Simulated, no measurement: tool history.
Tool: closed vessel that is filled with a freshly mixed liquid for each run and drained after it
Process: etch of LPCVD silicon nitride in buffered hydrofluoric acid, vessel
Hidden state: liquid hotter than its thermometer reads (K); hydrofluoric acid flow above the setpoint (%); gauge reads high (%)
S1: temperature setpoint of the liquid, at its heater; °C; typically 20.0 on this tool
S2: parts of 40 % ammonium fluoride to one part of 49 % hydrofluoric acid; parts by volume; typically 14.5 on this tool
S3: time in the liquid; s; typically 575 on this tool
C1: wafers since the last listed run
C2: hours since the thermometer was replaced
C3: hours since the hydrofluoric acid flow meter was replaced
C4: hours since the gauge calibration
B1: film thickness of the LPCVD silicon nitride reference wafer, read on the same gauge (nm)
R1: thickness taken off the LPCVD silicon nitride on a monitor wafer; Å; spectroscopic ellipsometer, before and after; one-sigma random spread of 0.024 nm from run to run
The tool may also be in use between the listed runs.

run	hour	S1	S2	S3	C1	C2	C3	C4	B1	R1
1	0.0	20.0	14.5	400	0	729.7	326.0	559.0	90.022	38.16
2	32.2	20.0	14.5	400	2407	761.9	358.2	591.2	90.014	37.88
3	80.6	20.0	14.5	400	3618	810.3	406.6	639.6	90.021	38.16
4	112.2	20.0	14.5	575	2362	841.9	438.2	671.2	89.997	54.71
5	182.4	20.0	14.5	575	5248	912.1	508.4	741.4	90.006	54.68
6	244.1	20.0	14.5	575	4612	973.8	570.1	803.1	89.982	54.91
7	310.5	20.0	14.5	575	4963	1040.2	636.5	869.5	90.032	55.15
8	364.0	20.0	11.0	460	3999	1093.7	690.0	923.0	90.001	58.06
9	432.4	20.0	14.5	575	5113	1162.1	758.4	991.4	90.002	55.05
10	462.1	20.0	14.5	575	2220	1191.8	788.1	1021.1	89.987	55.50
11	501.7	20.0	11.0	575	2960	1231.4	827.7	1060.7	89.973	72.39
12	549.3	20.0	14.5	335	3558	1279.0	875.3	1108.3	90.014	32.47
# hour 577.2: gauge calibrated
# hour 599.4: thermometer replaced
# hour 607.2: hydrofluoric acid flow meter replaced
13	620.3	23.0	20.0	470	5158	20.9	13.1	43.1	90.005	37.68
14	661.5	20.0	18.5	575	3080	62.1	54.3	84.3	90.001	42.60
15	720.1	24.5	16.5	575	4380	120.7	112.9	142.9	90.006	61.28
16	753.7	17.5	14.5	285	2511	154.3	146.5	176.5	89.995	23.49
17	797.9	20.0	14.5	575	3304	198.5	190.7	220.7	89.986	54.52
18	836.4	20.0	14.5	575	2878	237.0	229.2	259.2	89.981	54.43
19	867.9	23.0	14.5	575	2354	268.5	260.7	290.7	90.009	64.20
20	910.4	20.0	14.5	575	3177	311.0	303.2	333.2	90.026	54.65
21	935.4	24.5	19.0	575	1868	336.0	328.2	358.2	89.994	53.22
22	986.3	20.0	14.5	575	3805	386.9	379.1	409.1	89.981	54.60
23	1049.0	17.0	17.0	575	4687	449.6	441.8	471.8	89.987	39.55
24	1109.4	25.0	20.0	575	4515	510.0	502.2	532.2	90.018	52.89
25	1158.1	20.0	14.5	575	3640	558.7	550.9	580.9	89.968	55.02

Across each entry between runs, compare the hidden state at the last listed run before it with the hidden state at the first listed run after it:
From run 12 to run 13: gauge calibrated (hour 577.2); thermometer replaced (hour 599.4); hydrofluoric acid flow meter replaced (hour 607.2)
  hydrofluoric acid flow above the setpoint (%): 3.43 -> 0.642
  measured minus no-state result, R1: +1.06 -> +0.24 Å
